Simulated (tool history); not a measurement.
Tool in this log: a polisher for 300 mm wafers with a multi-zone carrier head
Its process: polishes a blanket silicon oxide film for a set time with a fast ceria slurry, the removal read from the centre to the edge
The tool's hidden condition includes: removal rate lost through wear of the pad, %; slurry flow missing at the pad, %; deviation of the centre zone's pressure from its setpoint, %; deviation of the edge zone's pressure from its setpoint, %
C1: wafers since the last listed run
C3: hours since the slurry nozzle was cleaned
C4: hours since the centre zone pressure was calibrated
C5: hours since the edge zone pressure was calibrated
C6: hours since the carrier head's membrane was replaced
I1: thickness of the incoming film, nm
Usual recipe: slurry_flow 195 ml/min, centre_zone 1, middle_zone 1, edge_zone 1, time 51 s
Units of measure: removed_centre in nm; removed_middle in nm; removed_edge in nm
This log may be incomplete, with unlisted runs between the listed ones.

{"run": 1, "day": 0.0, "slurry_flow": 195, "centre_zone": 1, "middle_zone": 1, "edge_zone": 1, "time": 51, "C1": 0, "wafers polished on this pad": 384, "C3": 387.5, "C4": 1016.9, "C5": 254.7, "C6": 692.2, "I1": 1648.9, "removed_centre": 478.9, "removed_middle": 469.7, "removed_edge": 492}
{"run": 2, "day": 0.304, "slurry_flow": 195, "centre_zone": 1, "middle_zone": 1, "edge_zone": 1, "time": 51, "C1": 94, "wafers polished on this pad": 479, "C3": 394.8, "C4": 1024.2, "C5": 262, "C6": 699.5, "I1": 1614.8, "removed_centre": 473.8, "removed_middle": 475.5, "removed_edge": 498.7}
{"run": 3, "day": 0.812, "slurry_flow": 195, "centre_zone": 1, "middle_zone": 1, "edge_zone": 1, "time": 51, "C1": 157, "wafers polished on this pad": 637, "C3": 407, "C4": 1036.4, "C5": 274.2, "C6": 711.7, "I1": 1651.1, "removed_centre": 470.5, "removed_middle": 477.1, "removed_edge": 490.1}
{"run": 4, "day": 1.421, "slurry_flow": 195, "centre_zone": 1, "middle_zone": 1, "edge_zone": 1, "time": 51, "C1": 188, "wafers polished on this pad": 826, "C3": 421.6, "C4": 1051, "C5": 288.8, "C6": 726.3, "I1": 1637, "removed_centre": 454.8, "removed_middle": 458.4, "removed_edge": 475.9}
{"day": 2.838, "done": "worn pad replaced by a new one"}
{"run": 5, "day": 3.05, "slurry_flow": 180, "centre_zone": 1, "middle_zone": 1, "edge_zone": 0.91, "time": 51, "C1": 454, "wafers polished on this pad": 65, "C3": 460.7, "C4": 1090.1, "C5": 327.9, "C6": 765.4, "I1": 1614.8, "removed_centre": 462.9, "removed_middle": 470.4, "removed_edge": 472.9}
{"day": 3.508, "done": "edge zone pressure recalibrated"}
{"run": 6, "day": 3.542, "slurry_flow": 195, "centre_zone": 1, "middle_zone": 1, "edge_zone": 1, "time": 51, "C1": 126, "wafers polished on this pad": 192, "C3": 472.5, "C4": 1101.9, "C5": 0.8, "C6": 777.2, "I1": 1638.6, "removed_centre": 469.2, "removed_middle": 471.8, "removed_edge": 489.4}
{"run": 7, "day": 3.862, "slurry_flow": 195, "centre_zone": 1, "middle_zone": 1.06, "edge_zone": 1, "time": 38, "C1": 99, "wafers polished on this pad": 292, "C3": 480.2, "C4": 1109.6, "C5": 8.5, "C6": 784.9, "I1": 1628, "removed_centre": 351, "removed_middle": 369.8, "removed_edge": 364.5}
{"run": 8, "day": 4.167, "slurry_flow": 195, "centre_zone": 1, "middle_zone": 1.06, "edge_zone": 1, "time": 38, "C1": 94, "wafers polished on this pad": 386, "C3": 487.5, "C4": 1116.9, "C5": 15.8, "C6": 792.2, "I1": 1631.1, "removed_centre": 344, "removed_middle": 369.8, "removed_edge": 362.2}
{"run": 9, "day": 4.7, "slurry_flow": 195, "centre_zone": 1.03, "middle_zone": 1, "edge_zone": 1, "time": 51, "C1": 165, "wafers polished on this pad": 552, "C3": 500.3, "C4": 1129.7, "C5": 28.6, "C6": 805, "I1": 1665.6, "removed_centre": 472.9, "removed_middle": 464.9, "removed_edge": 477.4}
{"run": 10, "day": 5.2, "slurry_flow": 195, "centre_zone": 1.03, "middle_zone": 1, "edge_zone": 1, "time": 51, "C1": 155, "wafers polished on this pad": 707, "C3": 512.3, "C4": 1141.7, "C5": 40.6, "C6": 817, "I1": 1636.6, "removed_centre": 464.1, "removed_middle": 456.3, "removed_edge": 484.2}
{"run": 11, "day": 5.662, "slurry_flow": 195, "centre_zone": 0.95, "middle_zone": 1.07, "edge_zone": 1.07, "time": 38, "C1": 143, "wafers polished on this pad": 851, "C3": 523.4, "C4": 1152.8, "C5": 51.7, "C6": 828.1, "I1": 1621.6, "removed_centre": 316.3, "removed_middle": 358.7, "removed_edge": 351.3}
{"day": 6.258, "done": "carrier head's membrane replaced by a new one"}
{"run": 12, "day": 6.279, "slurry_flow": 195, "centre_zone": 1.05, "middle_zone": 1, "edge_zone": 1, "time": 58, "C1": 126, "wafers polished on this pad": 978, "C3": 538.2, "C4": 1167.6, "C5": 66.5, "C6": 0.5, "I1": 1638.8, "removed_centre": 515.8, "removed_middle": 503.8, "removed_edge": 522}
{"day": 6.454, "done": "worn pad replaced by a new one"}
{"run": 13, "day": 6.933, "slurry_flow": 195, "centre_zone": 1, "middle_zone": 1, "edge_zone": 1, "time": 51, "C1": 151, "wafers polished on this pad": 149, "C3": 553.9, "C4": 1183.3, "C5": 82.2, "C6": 16.2, "I1": 1632.6, "removed_centre": 453, "removed_middle": 454.1, "removed_edge": 483}
{"run": 14, "day": 7.383, "slurry_flow": 195, "centre_zone": 1.05, "middle_zone": 1, "edge_zone": 1, "time": 58, "C1": 139, "wafers polished on this pad": 289, "C3": 564.7, "C4": 1194.1, "C5": 93, "C6": 27, "I1": 1612.1, "removed_centre": 537.4, "removed_middle": 520, "removed_edge": 531.8}
{"day": 7.992, "done": "slurry nozzle cleaned"}
{"run": 15, "day": 8.012, "slurry_flow": 195, "centre_zone": 0.96, "middle_zone": 1.09, "edge_zone": 1.05, "time": 44, "C1": 182, "wafers polished on this pad": 471, "C3": 0.5, "C4": 1209.2, "C5": 108.1, "C6": 42.1, "I1": 1629.7, "removed_centre": 403, "removed_middle": 452, "removed_edge": 443.2}
{"day": 8.408, "done": "centre zone pressure recalibrated"}
{"run": 16, "day": 8.429, "slurry_flow": 195, "centre_zone": 1, "middle_zone": 0.94, "edge_zone": 1, "time": 51, "C1": 103, "wafers polished on this pad": 575, "C3": 10.5, "C4": 0.5, "C5": 118.1, "C6": 52.1, "I1": 1659.7, "removed_centre": 486, "removed_middle": 462.5, "removed_edge": 507.8}
{"run": 17, "day": 8.662, "slurry_flow": 195, "centre_zone": 0.92, "middle_zone": 0.89, "edge_zone": 0.9, "time": 37, "C1": 72, "wafers polished on this pad": 647, "C3": 16.1, "C4": 6.1, "C5": 123.7, "C6": 57.7, "I1": 1620.8, "removed_centre": 318.4, "removed_middle": 315.3, "removed_edge": 346.7}
{"run": 18, "day": 9.338, "slurry_flow": 195, "centre_zone": 1, "middle_zone": 1, "edge_zone": 1, "time": 51, "C1": 209, "wafers polished on this pad": 857, "C3": 32.3, "C4": 22.3, "C5": 139.9, "C6": 73.9, "I1": 1655.4, "removed_centre": 470.2, "removed_middle": 475.5, "removed_edge": 484.5}
{"run": 19, "day": 9.9, "slurry_flow": 195, "centre_zone": 1, "middle_zone": 1, "edge_zone": 1.08, "time": 38, "C1": 174, "wafers polished on this pad": 1031, "C3": 45.8, "C4": 35.8, "C5": 153.4, "C6": 87.4, "I1": 1675.6, "removed_centre": 344.3, "removed_middle": 342.2, "removed_edge": 356.9}
{"day": 10.321, "done": "worn pad replaced by a new one"}
{"run": 20, "day": 10.342, "slurry_flow": 195, "centre_zone": 1, "middle_zone": 1, "edge_zone": 1, "time": 51, "C1": 85, "wafers polished on this pad": 6, "C3": 56.4, "C4": 46.4, "C5": 164, "C6": 98, "I1": 1639.6, "removed_centre": 488.5, "removed_middle": 502, "removed_edge": 502.4}
{"run": 21, "day": 10.642, "slurry_flow": 195, "centre_zone": 1.11, "middle_zone": 1.11, "edge_zone": 0.95, "time": 43, "C1": 93, "wafers polished on this pad": 99, "C3": 63.6, "C4": 53.6, "C5": 171.2, "C6": 105.2, "I1": 1645.9, "removed_centre": 462.6, "removed_middle": 458, "removed_edge": 424.8}

Consider 5 possible next runs. They are alternatives, not a sequence: every one starts from the tool as it was left by run 21. What does each give?
{"run": "A", "day": 10.658, "slurry_flow": 195, "centre_zone": 1, "middle_zone": 1, "edge_zone": 1, "time": 51, "C1": 5, "wafers polished on this pad": 104, "C3": 64, "C4": 54, "C5": 171.6, "C6": 105.6, "I1": 1668.3, "removed_centre": "?", "removed_middle": "?", "removed_edge": "?"}
{"run": "B", "day": 10.658, "slurry_flow": 195, "centre_zone": 1, "middle_zone": 1.04, "edge_zone": 1, "time": 51, "C1": 5, "wafers polished on this pad": 104, "C3": 64, "C4": 54, "C5": 171.6, "C6": 105.6, "I1": 1668.3, "removed_centre": "?", "removed_middle": "?", "removed_edge": "?"}
{"run": "C", "day": 10.658, "slurry_flow": 155, "centre_zone": 0.95, "middle_zone": 1.08, "edge_zone": 0.9, "time": 51, "C1": 5, "wafers polished on this pad": 104, "C3": 64, "C4": 54, "C5": 171.6, "C6": 105.6, "I1": 1668.3, "removed_centre": "?", "removed_middle": "?", "removed_edge": "?"}
{"run": "D", "day": 10.658, "slurry_flow": 145, "centre_zone": 1, "middle_zone": 1, "edge_zone": 1.07, "time": 41, "C1": 5, "wafers polished on this pad": 104, "C3": 64, "C4": 54, "C5": 171.6, "C6": 105.6, "I1": 1668.3, "removed_centre": "?", "removed_middle": "?", "removed_edge": "?"}
{"run": "E", "day": 10.658, "slurry_flow": 195, "centre_zone": 1, "middle_zone": 0.97, "edge_zone": 1, "time": 68, "C1": 5, "wafers polished on this pad": 104, "C3": 64, "C4": 54, "C5": 171.6, "C6": 105.6, "I1": 1668.3, "removed_centre": "?", "removed_middle": "?", "removed_edge": "?"}

run=A removed_centre=491.3 removed_middle=495 removed_edge=516
run=B removed_centre=491.5 removed_middle=511.7 removed_edge=515.8
run=C removed_centre=450.2 removed_middle=511.8 removed_edge=487.7
run=D removed_centre=376.5 removed_middle=381.3 removed_edge=410.9
run=E removed_centre=655 removed_middle=643.2 removed_edge=688.3
With the hidden condition removed and each run's random variation left untouched, the same runs would have given:
run=A removed_centre=498.7 removed_middle=502.3 removed_edge=523.6
run=B removed_centre=498.8 removed_middle=519.3 removed_edge=523.3
run=C removed_centre=457 removed_middle=519.5 removed_edge=494.9
run=D removed_centre=382.2 removed_middle=387.1 removed_edge=417
run=E removed_centre=664.8 removed_middle=652.8 removed_edge=698.4
